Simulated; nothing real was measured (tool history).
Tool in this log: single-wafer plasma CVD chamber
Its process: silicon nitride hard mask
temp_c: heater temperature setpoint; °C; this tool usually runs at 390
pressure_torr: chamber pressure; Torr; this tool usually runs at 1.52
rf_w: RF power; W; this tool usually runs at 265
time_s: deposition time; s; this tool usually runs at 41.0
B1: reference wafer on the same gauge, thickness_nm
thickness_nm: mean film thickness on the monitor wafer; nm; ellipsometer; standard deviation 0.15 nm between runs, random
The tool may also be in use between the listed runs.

Run 1, hour 0.0: usual settings but rf_w 290 W; B1 40.089. Result: thickness_nm 46.381 nm.
Run 2, hour 24.3: usual settings but rf_w 290 W; B1 40.094. Result: thickness_nm 46.500 nm.
Run 3, hour 47.8: usual settings but rf_w 290 W; B1 40.108. Result: thickness_nm 46.449 nm.
At hour 69.5: thermocouple changed; heater temperature recalibrated.
Run 4, hour 74.4: usual settings; B1 40.094. Result: thickness_nm 44.182 nm.
Run 5, hour 109.6: usual settings but pressure_torr 1.81 Torr; B1 40.098. Result: thickness_nm 46.164 nm.
At hour 139.4: showerhead replaced.
Run 6, hour 143.1: usual settings; B1 40.116. Result: thickness_nm 43.931 nm.
Run 7, hour 158.1: usual settings but temp_c 400 °C, rf_w 305 W; B1 40.112. Result: thickness_nm 47.230 nm.
Run 8, hour 182.6: usual settings but time_s 34.3 s; B1 40.104. Result: thickness_nm 36.643 nm.
Run 9, hour 210.8: usual settings but pressure_torr 1.40 Torr, rf_w 220 W, time_s 46.2 s; B1 40.087. Result: thickness_nm 43.203 nm.
Run 10, hour 227.2: usual settings but temp_c 377 °C, pressure_torr 1.74 Torr, rf_w 280 W; B1 40.080. Result: thickness_nm 47.247 nm.
Run 11, hour 262.8: usual settings but temp_c 397 °C, rf_w 245 W, time_s 35.2 s; B1 40.107. Result: thickness_nm 35.897 nm.
Run 12, hour 285.3: usual settings but temp_c 404 °C, pressure_torr 1.31 Torr, time_s 34.7 s; B1 40.093. Result: thickness_nm 34.928 nm.
Run 13, hour 308.0: usual settings; B1 40.098. Result: thickness_nm 43.371 nm.
Run 14, hour 339.1: usual settings but temp_c 380 °C; B1 40.109. Result: thickness_nm 43.557 nm.
Run 15, hour 357.3: usual settings; B1 40.110. Result: thickness_nm 43.030 nm.
Run 16, hour 378.1: usual settings but pressure_torr 1.74 Torr, rf_w 295 W, time_s 44.6 s; B1 40.116. Result: thickness_nm 52.157 nm.
At hour 404.2: RF generator calibrated.
At hour 428.4: capacitance manometer re-zeroed and calibrated.
Run 17, hour 433.3: usual settings; B1 40.112. Result: thickness_nm 47.149 nm.
Run 18, hour 452.5: usual settings but rf_w 240 W, time_s 45.1 s; B1 40.089. Result: thickness_nm 49.285 nm.

The next listed run, before its measurement:
Run 19, hour 483.0: usual settings; B1 ?. Result: thickness_nm ?.

Run 19 produced B1 40.087, thickness_nm 47.142 nm.
With the hidden condition absent and the run-to-run variation left alone, this run would have shown thickness_nm 47.213 nm.
